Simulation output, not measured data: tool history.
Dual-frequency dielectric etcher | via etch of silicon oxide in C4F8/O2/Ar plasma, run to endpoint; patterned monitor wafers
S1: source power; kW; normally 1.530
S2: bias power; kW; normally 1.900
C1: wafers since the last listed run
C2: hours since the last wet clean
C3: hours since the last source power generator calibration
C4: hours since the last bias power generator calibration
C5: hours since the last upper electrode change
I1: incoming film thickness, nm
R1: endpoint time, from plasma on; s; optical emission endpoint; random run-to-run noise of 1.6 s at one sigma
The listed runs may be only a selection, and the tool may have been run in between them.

| run | hour | S1 | S2 | C1 | C2 | C3 | C4 | C5 | I1 | R1 |
|---|---|---|---|---|---|---|---|---|---|---|
| 1 | 0.0 | 1.530 | 1.644 | 0 | 220.3 | 3412.1 | 1842.7 | 3597.1 | 1577.5 | 332.7 |
| 2 | 24.2 | 1.250 | 1.585 | 79 | 244.5 | 3436.3 | 1866.9 | 3621.3 | 1577.8 | 361.7 |
|  | 118.1 | wet clean of the chamber |
| 3 | 118.6 | 1.250 | 1.585 | 230 | 0.5 | 3530.7 | 1961.3 | 3715.7 | 1580.1 | 367.9 |
| 4 | 147.5 | 1.530 | 2.251 | 94 | 29.4 | 3559.6 | 1990.2 | 3744.6 | 1576.9 | 311.9 |
| 5 | 198.5 | 1.530 | 2.251 | 166 | 80.4 | 3610.6 | 2041.2 | 3795.6 | 1582.1 | 312.5 |
| 6 | 249.2 | 1.530 | 1.900 | 165 | 131.1 | 3661.3 | 2091.9 | 3846.3 | 1589.8 | 327.9 |
| 7 | 308.9 | 1.530 | 1.900 | 195 | 190.8 | 3721.0 | 2151.6 | 3906.0 | 1596.1 | 326.7 |
| 8 | 340.1 | 1.530 | 2.165 | 102 | 222.0 | 3752.2 | 2182.8 | 3937.2 | 1574.8 | 310.5 |
| 9 | 402.5 | 1.530 | 2.165 | 204 | 284.4 | 3814.6 | 2245.2 | 3999.6 | 1575.3 | 305.4 |
|  | 411.4 | bias power generator calibrated |
|  | 460.0 | wet clean of the chamber |
| 10 | 460.5 | 1.530 | 2.165 | 98 | 0.5 | 3872.6 | 49.1 | 4057.6 | 1576.5 | 312.8 |
|  | 498.8 | upper electrode replaced, of another model than before |
|  | 501.0 | source power generator calibrated |
| 11 | 501.5 | 1.400 | 1.900 | 48 | 41.5 | 0.5 | 90.1 | 2.7 | 1581.7 | 339.1 |
| 12 | 535.3 | 1.400 | 1.900 | 110 | 75.3 | 34.3 | 123.9 | 36.5 | 1578.2 | 342.3 |
| 13 | 588.0 | 1.760 | 2.078 | 172 | 128.0 | 87.0 | 176.6 | 89.2 | 1566.0 | 285.8 |
| 14 | 623.6 | 1.240 | 1.726 | 116 | 163.6 | 122.6 | 212.2 | 124.8 | 1594.4 | 379.1 |
| 15 | 687.7 | 1.280 | 1.900 | 209 | 227.7 | 186.7 | 276.3 | 188.9 | 1574.9 | 349.9 |
| 16 | 721.0 | 1.740 | 2.046 | 108 | 261.0 | 220.0 | 309.6 | 222.2 | 1594.9 | 293.5 |
| 17 | 786.3 | 1.780 | 1.451 | 213 | 326.3 | 285.3 | 374.9 | 287.5 | 1587.9 | 332.7 |
|  | 863.6 | wet clean of the chamber |
| 18 | 864.1 | 1.680 | 1.445 | 176 | 0.5 | 363.1 | 452.7 | 365.3 | 1593.7 | 355.1 |
| 19 | 920.4 | 1.530 | 2.329 | 184 | 56.8 | 419.4 | 509.0 | 421.6 | 1567.3 | 297.2 |
| 20 | 983.4 | 1.900 | 1.900 | 206 | 119.8 | 482.4 | 572.0 | 484.6 | 1581.5 | 291.9 |
| 21 | 1018.5 | 1.530 | 1.644 | 114 | 154.9 | 517.5 | 607.1 | 519.7 | 1577.1 | 344.9 |
| 22 | 1045.1 | 1.310 | 2.091 | 87 | 181.5 | 544.1 | 633.7 | 546.3 | 1576.3 | 336.7 |
| 23 | 1071.5 | 1.250 | 1.513 | 86 | 207.9 | 570.5 | 660.1 | 572.7 | 1579.6 | 398.9 |
| 24 | 1119.9 | 1.310 | 2.091 | 158 | 256.3 | 618.9 | 708.5 | 621.1 | 1589.5 | 337.0 |

Exercise: give the hidden state of the tool at every run:
source power that arrives over what is set, %: 0 in every run
bias power that arrives over what is set, %: 0 in every run
H1: etch rate over this chamber's usual, %
| run | H1 |
|---|---|
| 1 | 1.68 |
| 2 | 1.86 |
| 3 | -0.122 |
| 4 | 0.0906 |
| 5 | 0.465 |
| 6 | 0.838 |
| 7 | 1.28 |
| 8 | 1.51 |
| 9 | 1.96 |
| 10 | 0.139 |
| 11 | 0.441 |
| 12 | 0.689 |
| 13 | 1.08 |
| 14 | 1.34 |
| 15 | 1.81 |
| 16 | 2.05 |
| 17 | 2.53 |
| 18 | -0.371 |
| 19 | 0.0432 |
| 20 | 0.506 |
| 21 | 0.764 |
| 22 | 0.96 |
| 23 | 1.15 |
| 24 | 1.51 |
